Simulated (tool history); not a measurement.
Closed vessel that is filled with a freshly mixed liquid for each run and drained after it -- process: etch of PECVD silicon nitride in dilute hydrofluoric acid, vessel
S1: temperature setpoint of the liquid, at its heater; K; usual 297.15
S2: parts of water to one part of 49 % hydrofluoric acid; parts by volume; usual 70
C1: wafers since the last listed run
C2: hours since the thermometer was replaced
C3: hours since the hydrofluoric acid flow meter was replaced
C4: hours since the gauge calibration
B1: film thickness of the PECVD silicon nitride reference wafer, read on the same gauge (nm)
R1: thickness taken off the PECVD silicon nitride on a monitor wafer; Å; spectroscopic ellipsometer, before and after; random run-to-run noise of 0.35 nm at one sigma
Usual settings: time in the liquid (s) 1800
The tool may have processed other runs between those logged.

run 1 hour=0.0 | S1=297.15 S2=70 time_in_the_liquid_(s)=1800 | C1=0 C2=1185.5 C3=1050.5 C4=1859.8 | B1=101.15 | R1=376.8
run 2 hour=64.4 | S1=297.15 S2=70 time_in_the_liquid_(s)=1800 | C1=2277 C2=1249.9 C3=1114.9 C4=1924.2 | B1=100.86 | R1=377.8
run 3 hour=119.6 | S1=295.15 S2=40 time_in_the_liquid_(s)=1800 | C1=1952 C2=1305.1 C3=1170.1 C4=1979.4 | B1=100.60 | R1=558.2
run 4 hour=220.0 | S1=297.15 S2=70 time_in_the_liquid_(s)=1190 | C1=3551 C2=1405.5 C3=1270.5 C4=2079.8 | B1=100.24 | R1=242.4
run 5 hour=283.2 | S1=297.15 S2=70 time_in_the_liquid_(s)=1800 | C1=2235 C2=1468.7 C3=1333.7 C4=2143.0 | B1=99.95 | R1=375.0
run 6 hour=325.1 | S1=297.15 S2=70 time_in_the_liquid_(s)=1800 | C1=1482 C2=1510.6 C3=1375.6 C4=2184.9 | B1=99.79 | R1=366.4
run 7 hour=366.6 | S1=297.15 S2=70 time_in_the_liquid_(s)=1800 | C1=1467 C2=1552.1 C3=1417.1 C4=2226.4 | B1=99.65 | R1=375.7
run 8 hour=437.1 | S1=297.15 S2=45 time_in_the_liquid_(s)=1800 | C1=2493 C2=1622.6 C3=1487.6 C4=2296.9 | B1=99.37 | R1=570.2
run 9 hour=477.5 | S1=297.15 S2=45 time_in_the_liquid_(s)=1800 | C1=1428 C2=1663.0 C3=1528.0 C4=2337.3 | B1=99.22 | R1=567.8
run 10 hour=546.9 | S1=297.15 S2=70 time_in_the_liquid_(s)=1800 | C1=2454 C2=1732.4 C3=1597.4 C4=2406.7 | B1=98.89 | R1=364.9
-- hour=578.2 gauge calibrated
run 11 hour=588.3 | S1=297.15 S2=70 time_in_the_liquid_(s)=1800 | C1=1464 C2=1773.8 C3=1638.8 C4=10.1 | B1=109.58 | R1=405.3
run 12 hour=625.0 | S1=297.15 S2=70 time_in_the_liquid_(s)=1800 | C1=1298 C2=1810.5 C3=1675.5 C4=46.8 | B1=109.40 | R1=407.3
run 13 hour=663.5 | S1=298.65 S2=70 time_in_the_liquid_(s)=2575 | C1=1361 C2=1849.0 C3=1714.0 C4=85.3 | B1=109.26 | R1=646.6
run 14 hour=709.0 | S1=298.65 S2=70 time_in_the_liquid_(s)=2575 | C1=1609 C2=1894.5 C3=1759.5 C4=130.8 | B1=109.05 | R1=643.0
run 15 hour=735.3 | S1=301.65 S2=70 time_in_the_liquid_(s)=1425 | C1=930 C2=1920.8 C3=1785.8 C4=157.1 | B1=108.92 | R1=430.0
run 16 hour=767.8 | S1=297.15 S2=95 time_in_the_liquid_(s)=2285 | C1=1149 C2=1953.3 C3=1818.3 C4=189.6 | B1=108.84 | R1=387.0
run 17 hour=800.2 | S1=297.15 S2=70 time_in_the_liquid_(s)=1800 | C1=1146 C2=1985.7 C3=1850.7 C4=222.0 | B1=108.66 | R1=403.1
run 18 hour=825.8 | S1=297.15 S2=70 time_in_the_liquid_(s)=1800 | C1=905 C2=2011.3 C3=1876.3 C4=247.6 | B1=108.57 | R1=407.4
-- hour=842.8 hydrofluoric acid flow meter replaced
run 19 hour=875.4 | S1=297.15 S2=90 time_in_the_liquid_(s)=2460 | C1=1719 C2=2060.9 C3=32.6 C4=297.2 | B1=108.36 | R1=427.9
run 20 hour=999.0 | S1=300.15 S2=70 time_in_the_liquid_(s)=1800 | C1=4371 C2=2184.5 C3=156.2 C4=420.8 | B1=107.87 | R1=481.1
run 21 hour=1039.8 | S1=297.15 S2=70 time_in_the_liquid_(s)=2685 | C1=1443 C2=2225.3 C3=197.0 C4=461.6 | B1=107.67 | R1=599.9
run 22 hour=1091.8 | S1=297.15 S2=70 time_in_the_liquid_(s)=1800 | C1=1839 C2=2277.3 C3=249.0 C4=513.6 | B1=107.50 | R1=399.3
run 23 hour=1133.1 | S1=297.15 S2=70 time_in_the_liquid_(s)=2350 | C1=1460 C2=2318.6 C3=290.3 C4=554.9 | B1=107.28 | R1=524.1
run 24 hour=1180.1 | S1=297.15 S2=70 time_in_the_liquid_(s)=2345 | C1=1662 C2=2365.6 C3=337.3 C4=601.9 | B1=107.16 | R1=521.3
run 25 hour=1249.3 | S1=301.65 S2=70 time_in_the_liquid_(s)=2705 | C1=2447 C2=2434.8 C3=406.5 C4=671.1 | B1=106.87 | R1=806.3
-- hour=1360.8 thermometer replaced
run 26 hour=1444.7 | S1=299.15 S2=85 time_in_the_liquid_(s)=2120 | C1=6876 C2=83.9 C3=601.9 C4=866.5 | B1=106.04 | R1=439.2
run 27 hour=1524.5 | S1=294.65 S2=70 time_in_the_liquid_(s)=1800 | C1=2822 C2=163.7 C3=681.7 C4=946.3 | B1=105.73 | R1=333.1
run 28 hour=1590.5 | S1=297.15 S2=70 time_in_the_liquid_(s)=1480 | C1=2334 C2=229.7 C3=747.7 C4=1012.3 | B1=105.44 | R1=323.4
run 29 hour=1660.8 | S1=293.65 S2=45 time_in_the_liquid_(s)=1800 | C1=2486 C2=300.0 C3=818.0 C4=1082.6 | B1=105.15 | R1=477.7
run 30 hour=1719.9 | S1=298.65 S2=50 time_in_the_liquid_(s)=2340 | C1=2090 C2=359.1 C3=877.1 C4=1141.7 | B1=104.91 | R1=791.4
run 31 hour=1762.8 | S1=297.15 S2=70 time_in_the_liquid_(s)=1800 | C1=1517 C2=402.0 C3=920.0 C4=1184.6 | B1=104.74 | R1=391.0

Same runs, no hidden state in the tool, same run-to-run variation:
The hidden state here: liquid colder than its thermometer reads (K); hydrofluoric acid flow below the setpoint (%); gauge reads high (%).
run=1 R1=409.8
run=2 R1=412.1
run=3 R1=610.1
run=4 R1=266.0
run=5 R1=412.6
run=6 R1=403.9
run=7 R1=414.8
run=8 R1=631.4
run=9 R1=629.8
run=10 R1=405.8
run=11 R1=407.0
run=12 R1=409.6
run=13 R1=651.1
run=14 R1=648.6
run=15 R1=434.1
run=16 R1=391.3
run=17 R1=408.0
run=18 R1=412.8
run=19 R1=434.3
run=20 R1=490.6
run=21 R1=612.7
run=22 R1=408.6
run=23 R1=537.2
run=24 R1=535.3
run=25 R1=830.1
run=26 R1=455.6
run=27 R1=346.6
run=28 R1=337.3
run=29 R1=499.7
run=30 R1=829.7
run=31 R1=410.6

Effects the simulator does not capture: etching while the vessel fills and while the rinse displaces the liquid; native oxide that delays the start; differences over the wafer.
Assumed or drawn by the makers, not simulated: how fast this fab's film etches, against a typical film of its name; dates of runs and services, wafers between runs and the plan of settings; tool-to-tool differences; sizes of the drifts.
